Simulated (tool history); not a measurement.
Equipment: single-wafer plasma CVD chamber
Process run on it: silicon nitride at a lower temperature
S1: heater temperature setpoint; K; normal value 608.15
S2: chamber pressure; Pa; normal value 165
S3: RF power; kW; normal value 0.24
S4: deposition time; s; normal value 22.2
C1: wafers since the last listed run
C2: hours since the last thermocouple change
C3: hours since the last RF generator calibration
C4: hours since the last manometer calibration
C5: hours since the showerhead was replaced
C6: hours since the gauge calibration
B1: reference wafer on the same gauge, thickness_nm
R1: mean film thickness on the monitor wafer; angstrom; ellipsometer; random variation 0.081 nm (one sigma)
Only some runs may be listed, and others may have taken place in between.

{"run": 1, "hour": 0.0, "S1": 608.15, "S2": 165, "S3": 0.24, "S4": 19.2, "C1": 0, "C2": 1001, "C3": 653.5, "C4": 1548.8, "C5": 4032.6, "C6": 552.8, "B1": 22.396, "R1": 191.21}
{"run": 2, "hour": 14.5, "S1": 608.15, "S2": 165, "S3": 0.24, "S4": 22.2, "C1": 291, "C2": 1015.5, "C3": 668, "C4": 1563.3, "C5": 4047.1, "C6": 567.3, "B1": 22.41, "R1": 219.97}
{"run": 3, "hour": 34.7, "S1": 608.15, "S2": 165, "S3": 0.24, "S4": 22.2, "C1": 406, "C2": 1035.7, "C3": 688.2, "C4": 1583.5, "C5": 4067.3, "C6": 587.5, "B1": 22.382, "R1": 220.43}
{"run": 4, "hour": 62.6, "S1": 608.15, "S2": 165, "S3": 0.24, "S4": 22.2, "C1": 561, "C2": 1063.6, "C3": 716.1, "C4": 1611.4, "C5": 4095.2, "C6": 615.4, "B1": 22.398, "R1": 219.03}
{"run": 5, "hour": 75.4, "S1": 608.15, "S2": 165, "S3": 0.24, "S4": 22.2, "C1": 257, "C2": 1076.4, "C3": 728.9, "C4": 1624.2, "C5": 4108, "C6": 628.2, "B1": 22.413, "R1": 220.73}
{"hour": 83.9, "done": "gauge calibrated"}
{"run": 6, "hour": 105.5, "S1": 608.15, "S2": 165, "S3": 0.24, "S4": 22.2, "C1": 605, "C2": 1106.5, "C3": 759, "C4": 1654.3, "C5": 4138.1, "C6": 21.6, "B1": 22.413, "R1": 219.7}
{"run": 7, "hour": 132.0, "S1": 608.15, "S2": 165, "S3": 0.24, "S4": 22.2, "C1": 533, "C2": 1133, "C3": 785.5, "C4": 1680.8, "C5": 4164.6, "C6": 48.1, "B1": 22.4, "R1": 222.41}
{"run": 8, "hour": 149.0, "S1": 608.15, "S2": 165, "S3": 0.24, "S4": 22.2, "C1": 342, "C2": 1150, "C3": 802.5, "C4": 1697.8, "C5": 4181.6, "C6": 65.1, "B1": 22.397, "R1": 220.99}
{"hour": 172.8, "done": "showerhead replaced"}
{"run": 9, "hour": 178.2, "S1": 619.15, "S2": 148, "S3": 0.24, "S4": 19.4, "C1": 426, "C2": 1179.2, "C3": 831.7, "C4": 1727, "C5": 5.4, "C6": 94.3, "B1": 22.39, "R1": 180.98}
{"run": 10, "hour": 211.0, "S1": 603.15, "S2": 145, "S3": 0.215, "S4": 26.5, "C1": 660, "C2": 1212, "C3": 864.5, "C4": 1759.8, "C5": 38.2, "C6": 127.1, "B1": 22.393, "R1": 222.22}
{"run": 11, "hour": 238.3, "S1": 608.15, "S2": 165, "S3": 0.24, "S4": 22.2, "C1": 549, "C2": 1239.3, "C3": 891.8, "C4": 1787.1, "C5": 65.5, "C6": 154.4, "B1": 22.379, "R1": 222.82}
{"run": 12, "hour": 262.7, "S1": 608.15, "S2": 165, "S3": 0.24, "S4": 24.3, "C1": 491, "C2": 1263.7, "C3": 916.2, "C4": 1811.5, "C5": 89.9, "C6": 178.8, "B1": 22.416, "R1": 240.23}
{"run": 13, "hour": 292.6, "S1": 608.15, "S2": 183, "S3": 0.275, "S4": 24.2, "C1": 601, "C2": 1293.6, "C3": 946.1, "C4": 1841.4, "C5": 119.8, "C6": 208.7, "B1": 22.397, "R1": 285.09}
{"run": 14, "hour": 308.8, "S1": 598.15, "S2": 149, "S3": 0.285, "S4": 25, "C1": 326, "C2": 1309.8, "C3": 962.3, "C4": 1857.6, "C5": 136, "C6": 224.9, "B1": 22.4, "R1": 276.51}
{"hour": 326.9, "done": "thermocouple changed; heater temperature recalibrated"}
{"hour": 345.7, "done": "capacitance manometer re-zeroed and calibrated"}
{"run": 15, "hour": 346.2, "S1": 593.15, "S2": 165, "S3": 0.22, "S4": 22.2, "C1": 430, "C2": 19.3, "C3": 999.7, "C4": 0.5, "C5": 173.4, "C6": 262.3, "B1": 22.393, "R1": 186.08}
{"run": 16, "hour": 362.7, "S1": 608.15, "S2": 165, "S3": 0.24, "S4": 19, "C1": 332, "C2": 35.8, "C3": 1016.2, "C4": 17, "C5": 189.9, "C6": 278.8, "B1": 22.401, "R1": 173.15}
{"hour": 383.8, "done": "RF generator calibrated"}
{"run": 17, "hour": 392.3, "S1": 608.15, "S2": 165, "S3": 0.24, "S4": 22.2, "C1": 434, "C2": 65.4, "C3": 8.5, "C4": 46.6, "C5": 219.5, "C6": 308.4, "B1": 22.42, "R1": 203.74}
{"run": 18, "hour": 424.1, "S1": 608.15, "S2": 185, "S3": 0.24, "S4": 26.6, "C1": 640, "C2": 97.2, "C3": 40.3, "C4": 78.4, "C5": 251.3, "C6": 340.2, "B1": 22.408, "R1": 258.52}
{"run": 19, "hour": 439.1, "S1": 594.15, "S2": 176, "S3": 0.215, "S4": 23.7, "C1": 301, "C2": 112.2, "C3": 55.3, "C4": 93.4, "C5": 266.3, "C6": 355.2, "B1": 22.417, "R1": 200.66}
{"run": 20, "hour": 461.1, "S1": 619.15, "S2": 148, "S3": 0.24, "S4": 19.4, "C1": 442, "C2": 134.2, "C3": 77.3, "C4": 115.4, "C5": 288.3, "C6": 377.2, "B1": 22.408, "R1": 165.47}
{"hour": 492.1, "done": "capacitance manometer re-zeroed and calibrated, repeated, since the last time left the tool worse"}
{"run": 21, "hour": 492.6, "S1": 599.15, "S2": 155, "S3": 0.24, "S4": 22.2, "C1": 473, "C2": 165.7, "C3": 108.8, "C4": 0.5, "C5": 319.8, "C6": 408.7, "B1": 22.409, "R1": 209.4}
{"run": 22, "hour": 519.8, "S1": 593.15, "S2": 200, "S3": 0.24, "S4": 23.9, "C1": 547, "C2": 192.9, "C3": 136, "C4": 27.7, "C5": 347, "C6": 435.9, "B1": 22.407, "R1": 253.7}
{"run": 23, "hour": 554.8, "S1": 608.15, "S2": 165, "S3": 0.24, "S4": 22.2, "C1": 704, "C2": 227.9, "C3": 171, "C4": 62.7, "C5": 382, "C6": 470.9, "B1": 22.414, "R1": 217.61}
{"run": 24, "hour": 584.5, "S1": 615.15, "S2": 165, "S3": 0.24, "S4": 18.7, "C1": 597, "C2": 257.6, "C3": 200.7, "C4": 92.4, "C5": 411.7, "C6": 500.6, "B1": 22.375, "R1": 182.44}
{"run": 25, "hour": 605.5, "S1": 614.15, "S2": 197, "S3": 0.265, "S4": 24.3, "C1": 422, "C2": 278.6, "C3": 221.7, "C4": 113.4, "C5": 432.7, "C6": 521.6, "B1": 22.401, "R1": 280.48}
{"run": 26, "hour": 637.9, "S1": 608.15, "S2": 165, "S3": 0.24, "S4": 22.2, "C1": 652, "C2": 311, "C3": 254.1, "C4": 145.8, "C5": 465.1, "C6": 554, "B1": 22.389, "R1": 215.99}
{"run": 27, "hour": 651.0, "S1": 599.15, "S2": 185, "S3": 0.22, "S4": 19.4, "C1": 263, "C2": 324.1, "C3": 267.2, "C4": 158.9, "C5": 478.2, "C6": 567.1, "B1": 22.394, "R1": 184.03}
{"run": 28, "hour": 683.5, "S1": 608.15, "S2": 165, "S3": 0.24, "S4": 22.2, "C1": 654, "C2": 356.6, "C3": 299.7, "C4": 191.4, "C5": 510.7, "C6": 599.6, "B1": 22.397, "R1": 215.6}

Here are 4 independent what-if runs from the current tool condition. What would each one return?
{"run": "A", "hour": 683.9, "S1": 608.15, "S2": 165, "S3": 0.24, "S4": 22.2, "C1": 8, "C2": 357, "C3": 300.1, "C4": 191.8, "C5": 511.1, "C6": 600, "B1": "?", "R1": "?"}
{"run": "B", "hour": 683.9, "S1": 608.15, "S2": 165, "S3": 0.255, "S4": 22.2, "C1": 8, "C2": 357, "C3": 300.1, "C4": 191.8, "C5": 511.1, "C6": 600, "B1": "?", "R1": "?"}
{"run": "C", "hour": 683.9, "S1": 618.15, "S2": 165, "S3": 0.19, "S4": 17.9, "C1": 8, "C2": 357, "C3": 300.1, "C4": 191.8, "C5": 511.1, "C6": 600, "B1": "?", "R1": "?"}
{"run": "D", "hour": 683.9, "S1": 618.15, "S2": 165, "S3": 0.24, "S4": 18.1, "C1": 8, "C2": 357, "C3": 300.1, "C4": 191.8, "C5": 511.1, "C6": 600, "B1": "?", "R1": "?"}

run=A B1=22.402 R1=215.73
run=B B1=22.402 R1=228.03
run=C B1=22.402 R1=136.9
run=D B1=22.402 R1=175.38
Stripped of hidden state, with their random variation kept, the same runs would have yielded:
run=A R1=214.4
run=B R1=226.63
run=C R1=136.05
run=D R1=174.3
